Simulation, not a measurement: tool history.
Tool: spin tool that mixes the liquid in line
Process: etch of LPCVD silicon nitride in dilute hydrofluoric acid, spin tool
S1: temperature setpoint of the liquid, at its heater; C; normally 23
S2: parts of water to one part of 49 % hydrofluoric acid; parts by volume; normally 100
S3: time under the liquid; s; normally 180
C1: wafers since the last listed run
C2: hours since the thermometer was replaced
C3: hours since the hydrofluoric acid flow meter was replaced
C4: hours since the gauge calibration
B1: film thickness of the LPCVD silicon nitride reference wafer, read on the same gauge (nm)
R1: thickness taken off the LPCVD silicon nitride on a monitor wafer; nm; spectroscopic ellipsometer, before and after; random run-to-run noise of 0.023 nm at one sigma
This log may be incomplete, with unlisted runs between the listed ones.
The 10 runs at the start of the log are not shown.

run,hour,S1,S2,S3,C1,C2,C3,C4,B1,R1
11,534.9,23,100,180,222,1314.8,2087.6,808.9,60.017,0.672
12,637.8,23,100,180,408,1417.7,2190.5,911.8,59.983,0.621
13,707.4,23,100,180,276,1487.3,2260.1,981.4,60.027,0.606
14,740.9,23,100,180,132,1520.8,2293.6,1014.9,60.037,0.672
15,790.4,23,100,180,196,1570.3,2343.1,1064.4,60.017,0.669
16,849.7,23,100,145,235,1629.6,2402.4,1123.7,60.047,0.548
17,875.7,19.5,150,145,103,1655.6,2428.4,1149.7,59.997,0.271
18,931.8,23,100,180,222,1711.7,2484.5,1205.8,59.989,0.655
# hour 944.7: thermometer replaced
19,999.2,24.5,55,120,263,54.5,2551.9,1273.2,60.039,0.941
# hour 1033.5: hydrofluoric acid flow meter replaced
20,1045.9,23,100,210,181,101.2,12.4,1319.9,59.931,0.719
21,1074.2,23,120,85,112,129.5,40.7,1348.2,59.989,0.261
22,1114,23,100,180,157,169.3,80.5,1388,60.014,0.657
23,1154.8,19,130,220,161,210.1,121.3,1428.8,59.996,0.497
24,1188.7,23,100,180,134,244,155.2,1462.7,59.953,0.663
25,1225.1,25,100,180,144,280.4,191.6,1499.1,60.037,0.796
# hour 1284.8: gauge calibrated
26,1291.5,21.5,70,100,263,346.8,258,6.7,60.011,0.477
27,1348.1,23,75,285,224,403.4,314.6,63.3,60.004,1.318
28,1407,23,145,180,233,462.3,373.5,122.2,60.038,0.46
29,1477,23,115,180,277,532.3,443.5,192.2,59.983,0.565
30,1538.8,19,100,105,245,594.1,505.3,254,60.029,0.285
31,1582.5,27.5,75,80,173,637.8,549,297.7,59.981,0.544
32,1626.9,23,100,225,176,682.2,593.4,342.1,59.989,0.81

Alternative continuations, all from the tool just after run 32; predict every row:
A,1627.4,21.5,100,180,1,682.7,593.9,342.6,?,?
B,1627.4,20,100,220,1,682.7,593.9,342.6,?,?
C,1627.4,26.5,100,180,1,682.7,593.9,342.6,?,?

run,B1,R1
A,59.974,0.583
B,59.974,0.644
C,59.974,0.811
Without the tool's hidden state the same runs would have given:
run,R1
A,0.583
B,0.644
C,0.811
